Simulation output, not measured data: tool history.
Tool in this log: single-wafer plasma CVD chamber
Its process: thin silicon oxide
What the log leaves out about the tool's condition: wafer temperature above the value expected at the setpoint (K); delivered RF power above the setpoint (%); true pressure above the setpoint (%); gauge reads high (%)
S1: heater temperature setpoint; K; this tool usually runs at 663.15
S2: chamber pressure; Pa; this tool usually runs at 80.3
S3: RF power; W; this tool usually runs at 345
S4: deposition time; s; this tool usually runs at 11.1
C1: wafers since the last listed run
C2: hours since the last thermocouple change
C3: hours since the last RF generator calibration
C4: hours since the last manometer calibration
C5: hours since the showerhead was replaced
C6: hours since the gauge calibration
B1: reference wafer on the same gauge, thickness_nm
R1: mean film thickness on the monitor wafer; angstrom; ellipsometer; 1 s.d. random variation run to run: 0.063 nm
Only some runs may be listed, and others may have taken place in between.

| run | hour | S1 | S2 | S3 | S4 | C1 | C2 | C3 | C4 | C5 | C6 | B1 | R1 |
|---|---|---|---|---|---|---|---|---|---|---|---|---|---|
| 1 | 0 | 663.15 | 80.3 | 345 | 11.1 | 0 | 443 | 1212.9 | 2007.6 | 5115.9 | 791.1 | 17.407 | 158.3 |
| 2 | 39.7 | 663.15 | 80.3 | 345 | 11.1 | 716 | 482.7 | 1252.6 | 2047.3 | 5155.6 | 830.8 | 17.402 | 157.79 |
| 3 | 96.5 | 663.15 | 80.3 | 345 | 11.1 | 1025 | 539.5 | 1309.4 | 2104.1 | 5212.4 | 887.6 | 17.393 | 157.69 |
| 4 | 130.2 | 663.15 | 80.3 | 330 | 11.1 | 608 | 573.2 | 1343.1 | 2137.8 | 5246.1 | 921.3 | 17.417 | 156.72 |
| 5 | 162.7 | 663.15 | 80.3 | 330 | 11.1 | 586 | 605.7 | 1375.6 | 2170.3 | 5278.6 | 953.8 | 17.375 | 155.54 |
| 6 | 339.4 | 663.15 | 80.3 | 345 | 11.1 | 3189 | 782.4 | 1552.3 | 2347 | 5455.3 | 1130.5 | 17.41 | 156.45 |
| 7 | 528.4 | 656.15 | 80.3 | 300 | 11.1 | 3411 | 971.4 | 1741.3 | 2536 | 5644.3 | 1319.5 | 17.398 | 151.29 |
|  | 578.9 | thermocouple changed; heater temperature recalibrated |
| 8 | 579.4 | 663.15 | 89.6 | 345 | 11.1 | 776 | 0.5 | 1792.3 | 2587 | 5695.3 | 1370.5 | 17.419 | 175.79 |
|  | 597.4 | RF generator calibrated |
| 9 | 597.9 | 674.15 | 80.3 | 345 | 11.1 | 189 | 19 | 0.5 | 2605.5 | 5713.8 | 1389 | 17.413 | 159.17 |
| 10 | 665.8 | 674.15 | 80.3 | 345 | 11.1 | 1225 | 86.9 | 68.4 | 2673.4 | 5781.7 | 1456.9 | 17.392 | 157.35 |
|  | 682.9 | capacitance manometer re-zeroed and calibrated |
| 11 | 722 | 674.15 | 80.3 | 345 | 11.1 | 869 | 143.1 | 124.6 | 39.1 | 5837.9 | 1513.1 | 17.378 | 158.87 |
| 12 | 771.3 | 663.15 | 80.3 | 345 | 11.1 | 889 | 192.4 | 173.9 | 88.4 | 5887.2 | 1562.4 | 17.392 | 159.05 |
| 13 | 837.5 | 663.15 | 80.3 | 325 | 11.1 | 1194 | 258.6 | 240.1 | 154.6 | 5953.4 | 1628.6 | 17.408 | 156.16 |
| 14 | 884.8 | 657.15 | 70.1 | 300 | 10.3 | 853 | 305.9 | 287.4 | 201.9 | 6000.7 | 1675.9 | 17.41 | 123.32 |
|  | 919.6 | gauge calibrated |
| 15 | 942.1 | 663.15 | 80.3 | 345 | 12.6 | 1034 | 363.2 | 344.7 | 259.2 | 6058 | 22.5 | 17.428 | 180.66 |
|  | 989 | showerhead replaced |
| 16 | 993 | 674.15 | 96.1 | 315 | 9.8 | 774 | 414.1 | 395.6 | 310.1 | 4 | 73.4 | 17.381 | 162.07 |
| 17 | 1040.3 | 663.15 | 89.3 | 375 | 9.2 | 853 | 461.4 | 442.9 | 357.4 | 51.3 | 120.7 | 17.422 | 150.05 |
| 18 | 1067.8 | 663.15 | 80.3 | 380 | 11.1 | 496 | 488.9 | 470.4 | 384.9 | 78.8 | 148.2 | 17.387 | 162.36 |
| 19 | 1138.1 | 663.15 | 80.3 | 345 | 9.9 | 1268 | 559.2 | 540.7 | 455.2 | 149.1 | 218.5 | 17.392 | 140.77 |
| 20 | 1173.7 | 663.15 | 80.3 | 330 | 11.1 | 642 | 594.8 | 576.3 | 490.8 | 184.7 | 254.1 | 17.377 | 155.18 |
| 21 | 1240.7 | 663.15 | 98.4 | 310 | 11.1 | 1209 | 661.8 | 643.3 | 557.8 | 251.7 | 321.1 | 17.404 | 186.97 |
| 22 | 1277.1 | 663.15 | 80.3 | 345 | 11.1 | 656 | 698.2 | 679.7 | 594.2 | 288.1 | 357.5 | 17.421 | 158.77 |
| 23 | 1334 | 663.15 | 80.3 | 375 | 11.1 | 1026 | 755.1 | 736.6 | 651.1 | 345 | 414.4 | 17.415 | 161.64 |
| 24 | 1388.1 | 663.15 | 92.7 | 370 | 9.1 | 976 | 809.2 | 790.7 | 705.2 | 399.1 | 468.5 | 17.403 | 152.42 |
|  | 1425.2 | thermocouple changed; heater temperature recalibrated |
| 25 | 1445.4 | 663.15 | 80.3 | 345 | 11.1 | 889 | 20.2 | 848 | 762.5 | 456.4 | 525.8 | 17.407 | 156.59 |
| 26 | 1512.6 | 663.15 | 80.3 | 405 | 11.1 | 1212 | 87.4 | 915.2 | 829.7 | 523.6 | 593 | 17.395 | 164.14 |
| 27 | 1573.3 | 663.15 | 80.3 | 345 | 11.1 | 1095 | 148.1 | 975.9 | 890.4 | 584.3 | 653.7 | 17.417 | 157.87 |

Take each entry between the runs: how does the hidden state at the last listed run before it differ from the hidden state at the first listed run after it?
In the gap between runs 7 and 8: thermocouple changed; heater temperature recalibrated (hour 578.9)
  delivered RF power above the setpoint (%): -6.65 -> -6.67
  measured minus no-state result, R1: -3.41 -> -3.84 angstrom
In the gap between runs 8 and 9: RF generator calibrated (hour 597.4)
  delivered RF power above the setpoint (%): -6.67 -> -0.71
  measured minus no-state result, R1: -3.84 -> -0.36 angstrom
In the gap between runs 10 and 11: capacitance manometer re-zeroed and calibrated (hour 682.9)
  delivered RF power above the setpoint (%): -1.49 -> -2.07
  measured minus no-state result, R1: -0.74 -> -1.05 angstrom
In the gap between runs 14 and 15: gauge calibrated (hour 919.6)
  delivered RF power above the setpoint (%): -3.45 -> -3.84
  measured minus no-state result, R1: -1.38 -> -2.23 angstrom
In the gap between runs 15 and 16: showerhead replaced (hour 989)
  delivered RF power above the setpoint (%): -3.84 -> -4.16
  measured minus no-state result, R1: -2.23 -> -2.18 angstrom
In the gap between runs 24 and 25: thermocouple changed; heater temperature recalibrated (hour 1425.2)
  delivered RF power above the setpoint (%): -5.85 -> -6.01
  measured minus no-state result, R1: -2.79 -> -3.06 angstrom
